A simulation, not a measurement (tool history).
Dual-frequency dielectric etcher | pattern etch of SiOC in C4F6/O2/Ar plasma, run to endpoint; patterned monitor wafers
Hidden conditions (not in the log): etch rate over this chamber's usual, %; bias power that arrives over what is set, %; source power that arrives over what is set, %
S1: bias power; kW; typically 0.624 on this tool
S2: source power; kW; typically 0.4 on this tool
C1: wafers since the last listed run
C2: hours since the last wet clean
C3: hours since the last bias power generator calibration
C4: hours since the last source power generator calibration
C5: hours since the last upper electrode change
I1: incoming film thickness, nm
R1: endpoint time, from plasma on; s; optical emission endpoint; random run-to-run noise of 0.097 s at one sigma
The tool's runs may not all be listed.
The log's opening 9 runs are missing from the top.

{"run": 10, "hour": 424.5, "S1": 0.624, "S2": 0.4, "C1": 673, "C2": 259.3, "C3": 2034.4, "C4": 2241.5, "C5": 4093.4, "I1": 41.42, "R1": 11.9}
{"run": 11, "hour": 465.6, "S1": 0.624, "S2": 0.4, "C1": 449, "C2": 300.4, "C3": 2075.5, "C4": 2282.6, "C5": 4134.5, "I1": 41.17, "R1": 11.7}
{"hour": 482.6, "done": "source power generator calibrated"}
{"hour": 549.0, "done": "upper electrode replaced"}
{"run": 12, "hour": 549.5, "S1": 0.745, "S2": 0.4, "C1": 611, "C2": 384.3, "C3": 2159.4, "C4": 66.9, "C5": 0.5, "I1": 40.71, "R1": 10.9}
{"run": 13, "hour": 572.8, "S1": 0.517, "S2": 0.34, "C1": 254, "C2": 407.6, "C3": 2182.7, "C4": 90.2, "C5": 23.8, "I1": 41.1, "R1": 13.1}
{"hour": 636.0, "done": "wet clean of the chamber"}
{"run": 14, "hour": 643.2, "S1": 0.489, "S2": 0.4, "C1": 507, "C2": 7.2, "C3": 2253.1, "C4": 160.6, "C5": 94.2, "I1": 41.04, "R1": 12.4}
{"hour": 707.5, "done": "bias power generator calibrated"}
{"run": 15, "hour": 708.0, "S1": 0.624, "S2": 0.4, "C1": 665, "C2": 72, "C3": 0.5, "C4": 225.4, "C5": 159, "I1": 40.91, "R1": 11.6}
{"run": 16, "hour": 769.4, "S1": 0.742, "S2": 0.32, "C1": 671, "C2": 133.4, "C3": 61.9, "C4": 286.8, "C5": 220.4, "I1": 41.16, "R1": 11.6}
{"run": 17, "hour": 824.8, "S1": 0.624, "S2": 0.4, "C1": 605, "C2": 188.8, "C3": 117.3, "C4": 342.2, "C5": 275.8, "I1": 41.16, "R1": 11.6}
{"run": 18, "hour": 885.3, "S1": 0.729, "S2": 0.33, "C1": 661, "C2": 249.3, "C3": 177.8, "C4": 402.7, "C5": 336.3, "I1": 40.9, "R1": 11.8}
{"run": 19, "hour": 954.8, "S1": 0.624, "S2": 0.32, "C1": 760, "C2": 318.8, "C3": 247.3, "C4": 472.2, "C5": 405.8, "I1": 40.88, "R1": 12.4}
{"run": 20, "hour": 1021.2, "S1": 0.779, "S2": 0.48, "C1": 726, "C2": 385.2, "C3": 313.7, "C4": 538.6, "C5": 472.2, "I1": 40.64, "R1": 10.2}
{"hour": 1080.8, "done": "wet clean of the chamber"}
{"run": 21, "hour": 1081.3, "S1": 0.624, "S2": 0.4, "C1": 394, "C2": 0.5, "C3": 373.8, "C4": 598.7, "C5": 532.3, "I1": 40.73, "R1": 11.5}
{"run": 22, "hour": 1085.0, "S1": 0.535, "S2": 0.37, "C1": 40, "C2": 4.2, "C3": 377.5, "C4": 602.4, "C5": 536, "I1": 41.13, "R1": 12.5}
{"run": 23, "hour": 1150.5, "S1": 0.624, "S2": 0.4, "C1": 716, "C2": 69.7, "C3": 443, "C4": 667.9, "C5": 601.5, "I1": 40.99, "R1": 11.7}
{"run": 24, "hour": 1178.8, "S1": 0.512, "S2": 0.4, "C1": 309, "C2": 98, "C3": 471.3, "C4": 696.2, "C5": 629.8, "I1": 41.09, "R1": 12.3}
{"run": 25, "hour": 1226.7, "S1": 0.742, "S2": 0.33, "C1": 523, "C2": 145.9, "C3": 519.2, "C4": 744.1, "C5": 677.7, "I1": 41.06, "R1": 11.8}
{"run": 26, "hour": 1257.9, "S1": 0.548, "S2": 0.47, "C1": 341, "C2": 177.1, "C3": 550.4, "C4": 775.3, "C5": 708.9, "I1": 41.33, "R1": 11.7}
{"run": 27, "hour": 1320.8, "S1": 0.755, "S2": 0.4, "C1": 687, "C2": 240, "C3": 613.3, "C4": 838.2, "C5": 771.8, "I1": 41.06, "R1": 11}
{"run": 28, "hour": 1346.9, "S1": 0.47, "S2": 0.4, "C1": 285, "C2": 266.1, "C3": 639.4, "C4": 864.3, "C5": 797.9, "I1": 40.75, "R1": 12.6}
{"run": 29, "hour": 1390.1, "S1": 0.502, "S2": 0.33, "C1": 472, "C2": 309.3, "C3": 682.6, "C4": 907.5, "C5": 841.1, "I1": 40.94, "R1": 13}
{"run": 30, "hour": 1429.5, "S1": 0.774, "S2": 0.5, "C1": 430, "C2": 348.7, "C3": 722, "C4": 946.9, "C5": 880.5, "I1": 41.05, "R1": 10.3}
{"run": 31, "hour": 1463.6, "S1": 0.533, "S2": 0.31, "C1": 372, "C2": 382.8, "C3": 756.1, "C4": 981, "C5": 914.6, "I1": 40.93, "R1": 12.9}
{"run": 32, "hour": 1524.5, "S1": 0.624, "S2": 0.4, "C1": 666, "C2": 443.7, "C3": 817, "C4": 1041.9, "C5": 975.5, "I1": 41.12, "R1": 11.4}
{"run": 33, "hour": 1550.0, "S1": 0.709, "S2": 0.4, "C1": 278, "C2": 469.2, "C3": 842.5, "C4": 1067.4, "C5": 1001, "I1": 40.96, "R1": 11.1}
{"hour": 1604.1, "done": "wet clean of the chamber"}
{"run": 34, "hour": 1604.6, "S1": 0.577, "S2": 0.34, "C1": 334, "C2": 0.5, "C3": 897.1, "C4": 1122, "C5": 1055.6, "I1": 41.28, "R1": 12.4}

Here are 5 independent what-if runs from the current tool condition. What would each one return?
{"run": "A", "hour": 1605.0, "S1": 0.624, "S2": 0.4, "C1": 4, "C2": 0.9, "C3": 897.5, "C4": 1122.4, "C5": 1056, "I1": 40.94, "R1": "?"}
{"run": "B", "hour": 1605.0, "S1": 0.529, "S2": 0.36, "C1": 4, "C2": 0.9, "C3": 897.5, "C4": 1122.4, "C5": 1056, "I1": 40.94, "R1": "?"}
{"run": "C", "hour": 1605.0, "S1": 0.526, "S2": 0.37, "C1": 4, "C2": 0.9, "C3": 897.5, "C4": 1122.4, "C5": 1056, "I1": 40.94, "R1": "?"}
{"run": "D", "hour": 1605.0, "S1": 0.528, "S2": 0.36, "C1": 4, "C2": 0.9, "C3": 897.5, "C4": 1122.4, "C5": 1056, "I1": 40.94, "R1": "?"}
{"run": "E", "hour": 1605.0, "S1": 0.679, "S2": 0.3, "C1": 4, "C2": 0.9, "C3": 897.5, "C4": 1122.4, "C5": 1056, "I1": 40.94, "R1": "?"}

run=A R1=11.7
run=B R1=12.6
run=C R1=12.6
run=D R1=12.6
run=E R1=12.2
With no hidden state in the tool, these same runs would have given:
run=A R1=11.7
run=B R1=12.6
run=C R1=12.6
run=D R1=12.6
run=E R1=12.2

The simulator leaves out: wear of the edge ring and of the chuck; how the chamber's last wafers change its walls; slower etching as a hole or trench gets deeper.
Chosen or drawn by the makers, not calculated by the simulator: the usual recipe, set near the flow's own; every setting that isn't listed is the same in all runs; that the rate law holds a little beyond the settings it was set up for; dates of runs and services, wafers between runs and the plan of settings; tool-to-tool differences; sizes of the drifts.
